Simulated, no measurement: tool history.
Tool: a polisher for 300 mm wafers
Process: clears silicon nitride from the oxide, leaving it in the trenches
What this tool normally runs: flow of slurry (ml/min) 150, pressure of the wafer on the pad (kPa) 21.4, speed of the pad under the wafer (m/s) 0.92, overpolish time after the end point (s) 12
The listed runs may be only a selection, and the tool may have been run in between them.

run	hour	flow of slurry (ml/min)	pressure of the wafer on the pad (kPa)	speed of the pad under the wafer (m/s)	overpolish time after the end point (s)	incoming thickness of the incoming film, nm	time until the end point was called (s)
1	0	150	21.4	0.92	12	118.9	159.6
2	74.5	150	17.2	0.86	12	119.6	206.7
3	130.3	150	17.2	0.86	12	120.8	209
# hour 142.6: head pressure recalibrated
4	166.9	150	21.4	0.92	9	120.5	162.1
5	230.4	150	21.4	0.92	12	120.2	163.7
6	300.2	150	21.4	0.92	12	122	167.3
# hour 430.7: slurry nozzle cleaned
7	487.6	150	15.9	0.92	12	118	212.5
# hour 525.6: worn pad replaced by a new one
8	626.7	150	15.9	0.92	12	121.4	213.2
9	676.4	150	21.4	0.92	12	119.9	164.7
10	730.4	150	21.4	0.92	12	119	161.3
11	777.6	150	21.4	0.92	12	119.1	163.8
12	805.8	150	21.4	0.92	12	121.4	165.2
13	865.3	150	21.4	0.66	12	120.8	221.5
14	924.6	150	21.4	0.92	12	118.8	163.1
15	965.8	190	18.6	0.92	10	120.3	189.4
16	991.9	125	27.6	0.92	18	120.1	140.7
# hour 1041.5: slurry nozzle cleaned
17	1122.4	150	21.4	0.92	12	119.1	172.1
# hour 1162: worn pad replaced by a new one
18	1163.8	150	21.4	0.92	8	120.7	160.4
19	1234.1	150	21.4	0.92	12	120.1	163.6
20	1261.7	150	21.4	0.92	12	120.4	163.5
21	1331.4	150	29	1.08	19	121.7	112.2
# hour 1372.5: head pressure recalibrated
22	1382.6	150	21.4	0.64	15	120.1	221.6
23	1447	150	13.8	0.92	7	119.8	236.8
24	1500	150	21.4	0.92	12	121	166.6
25	1562.6	175	19.3	1.18	15	120.4	145.3
26	1599.1	150	21.4	0.92	12	121.1	167
# hour 1667: slurry nozzle cleaned
# hour 1668.8: worn pad replaced by a new one
27	1719.5	150	16.5	0.92	12	118.9	192.4
28	1775.3	175	15.2	1.08	8	121.9	185.6
29	1834.3	150	21.4	0.64	12	120.5	219.4
30	1872	150	17.9	1.16	15	120.6	151.7
31	1906.1	105	24.1	1.2	6	118.2	123.2
32	1947.6	130	23.4	0.92	16	119.7	157.9
33	2013.8	165	21.4	0.92	17	120.8	167
34	2064.3	190	18.6	0.92	10	120.3	184.3
35	2106.5	150	21.4	0.92	12	121	167.7
36	2167.2	135	21.4	1.04	12	120.4	156.2
# hour 2187.1: slurry nozzle cleaned
37	2196.7	125	17.2	0.92	12	117.7	203.6

Forecast run 38:
38	2245.8	150	21.4	0.92	12	117.9	?

Run 38 gave time until the end point was called (s) 170.4.
Had the tool carried no hidden state, the very same run would have given time until the end point was called (s) 159.7.

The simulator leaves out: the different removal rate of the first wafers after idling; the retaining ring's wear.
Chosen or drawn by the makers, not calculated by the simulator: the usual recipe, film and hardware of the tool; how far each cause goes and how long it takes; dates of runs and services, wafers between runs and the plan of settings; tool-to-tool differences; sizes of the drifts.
